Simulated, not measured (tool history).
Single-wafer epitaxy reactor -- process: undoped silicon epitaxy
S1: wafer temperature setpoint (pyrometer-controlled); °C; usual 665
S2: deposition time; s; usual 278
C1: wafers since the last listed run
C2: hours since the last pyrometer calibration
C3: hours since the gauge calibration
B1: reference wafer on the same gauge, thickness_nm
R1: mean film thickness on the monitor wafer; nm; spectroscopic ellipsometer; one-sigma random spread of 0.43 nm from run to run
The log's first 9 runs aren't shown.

{"run": 10, "hour": 640.1, "S1": 665, "S2": 278, "C1": 498, "C2": 404.4, "C3": 1031.3, "B1": 72.777, "R1": 71.648}
{"run": 11, "hour": 682.2, "S1": 665, "S2": 278, "C1": 311, "C2": 446.5, "C3": 1073.4, "B1": 72.67, "R1": 71.058}
{"run": 12, "hour": 743.0, "S1": 665, "S2": 278, "C1": 449, "C2": 507.3, "C3": 1134.2, "B1": 72.884, "R1": 71.443}
{"run": 13, "hour": 794.2, "S1": 665, "S2": 278, "C1": 378, "C2": 558.5, "C3": 1185.4, "B1": 72.868, "R1": 71.768}
{"run": 14, "hour": 835.3, "S1": 671, "S2": 259, "C1": 304, "C2": 599.6, "C3": 1226.5, "B1": 72.75, "R1": 77.032}
{"run": 15, "hour": 882.7, "S1": 671, "S2": 259, "C1": 350, "C2": 647, "C3": 1273.9, "B1": 72.69, "R1": 75.735}
{"run": 16, "hour": 930.4, "S1": 671, "S2": 259, "C1": 353, "C2": 694.7, "C3": 1321.6, "B1": 72.904, "R1": 76.636}
{"run": 17, "hour": 990.5, "S1": 680, "S2": 252, "C1": 444, "C2": 754.8, "C3": 1381.7, "B1": 72.838, "R1": 93.149}
{"run": 18, "hour": 1091.3, "S1": 665, "S2": 278, "C1": 745, "C2": 855.6, "C3": 1482.5, "B1": 72.658, "R1": 71.74}
{"run": 19, "hour": 1193.5, "S1": 670, "S2": 244, "C1": 756, "C2": 957.8, "C3": 1584.7, "B1": 72.808, "R1": 70.494}
{"hour": 1272.8, "done": "pyrometer calibrated"}
{"run": 20, "hour": 1390.8, "S1": 653, "S2": 242, "C1": 1400, "C2": 118, "C3": 1782, "B1": 72.615, "R1": 46.539}
{"run": 21, "hour": 1456.4, "S1": 670, "S2": 244, "C1": 485, "C2": 183.6, "C3": 1847.6, "B1": 72.722, "R1": 70.563}
{"run": 22, "hour": 1522.5, "S1": 665, "S2": 298, "C1": 489, "C2": 249.7, "C3": 1913.7, "B1": 72.632, "R1": 77.357}
{"hour": 1541.9, "done": "gauge calibrated"}
{"run": 23, "hour": 1619.2, "S1": 677, "S2": 278, "C1": 715, "C2": 346.4, "C3": 77.3, "B1": 72.548, "R1": 94.166}
{"run": 24, "hour": 1704.7, "S1": 665, "S2": 278, "C1": 632, "C2": 431.9, "C3": 162.8, "B1": 72.733, "R1": 71.044}
{"run": 25, "hour": 1747.6, "S1": 670, "S2": 244, "C1": 317, "C2": 474.8, "C3": 205.7, "B1": 72.653, "R1": 70.599}
{"run": 26, "hour": 1823.4, "S1": 665, "S2": 278, "C1": 560, "C2": 550.6, "C3": 281.5, "B1": 72.781, "R1": 70.441}
{"hour": 2111.3, "done": "pyrometer calibrated"}
{"run": 27, "hour": 2135.3, "S1": 654, "S2": 305, "C1": 2249, "C2": 24, "C3": 593.4, "B1": 72.516, "R1": 59.286}
{"run": 28, "hour": 2234.3, "S1": 672, "S2": 237, "C1": 732, "C2": 123, "C3": 692.4, "B1": 72.704, "R1": 71.751}
{"run": 29, "hour": 2498.2, "S1": 654, "S2": 295, "C1": 1953, "C2": 386.9, "C3": 956.3, "B1": 72.786, "R1": 58.134}
{"run": 30, "hour": 2572.9, "S1": 650, "S2": 240, "C1": 552, "C2": 461.6, "C3": 1031, "B1": 72.547, "R1": 42.436}
{"run": 31, "hour": 2663.3, "S1": 665, "S2": 278, "C1": 669, "C2": 552, "C3": 1121.4, "B1": 72.753, "R1": 70.781}
{"run": 32, "hour": 2755.7, "S1": 656, "S2": 319, "C1": 683, "C2": 644.4, "C3": 1213.8, "B1": 72.775, "R1": 66.098}

Forecast each of these 5 alternatives for the next run:
{"run": "A", "hour": 2756.2, "S1": 650, "S2": 278, "C1": 3, "C2": 644.9, "C3": 1214.3, "B1": "?", "R1": "?"}
{"run": "B", "hour": 2756.2, "S1": 652, "S2": 278, "C1": 3, "C2": 644.9, "C3": 1214.3, "B1": "?", "R1": "?"}
{"run": "C", "hour": 2756.2, "S1": 657, "S2": 278, "C1": 3, "C2": 644.9, "C3": 1214.3, "B1": "?", "R1": "?"}
{"run": "D", "hour": 2756.2, "S1": 672, "S2": 278, "C1": 3, "C2": 644.9, "C3": 1214.3, "B1": "?", "R1": "?"}
{"run": "E", "hour": 2756.2, "S1": 652, "S2": 244, "C1": 3, "C2": 644.9, "C3": 1214.3, "B1": "?", "R1": "?"}

run=A B1=72.768 R1=49.057
run=B B1=72.768 R1=51.56
run=C B1=72.768 R1=58.331
run=D B1=72.768 R1=83.71
run=E B1=72.768 R1=45.254
What these runs would have given with no unlogged condition in the tool:
run=A R1=49.057
run=B R1=51.56
run=C R1=58.331
run=D R1=83.71
run=E R1=45.254

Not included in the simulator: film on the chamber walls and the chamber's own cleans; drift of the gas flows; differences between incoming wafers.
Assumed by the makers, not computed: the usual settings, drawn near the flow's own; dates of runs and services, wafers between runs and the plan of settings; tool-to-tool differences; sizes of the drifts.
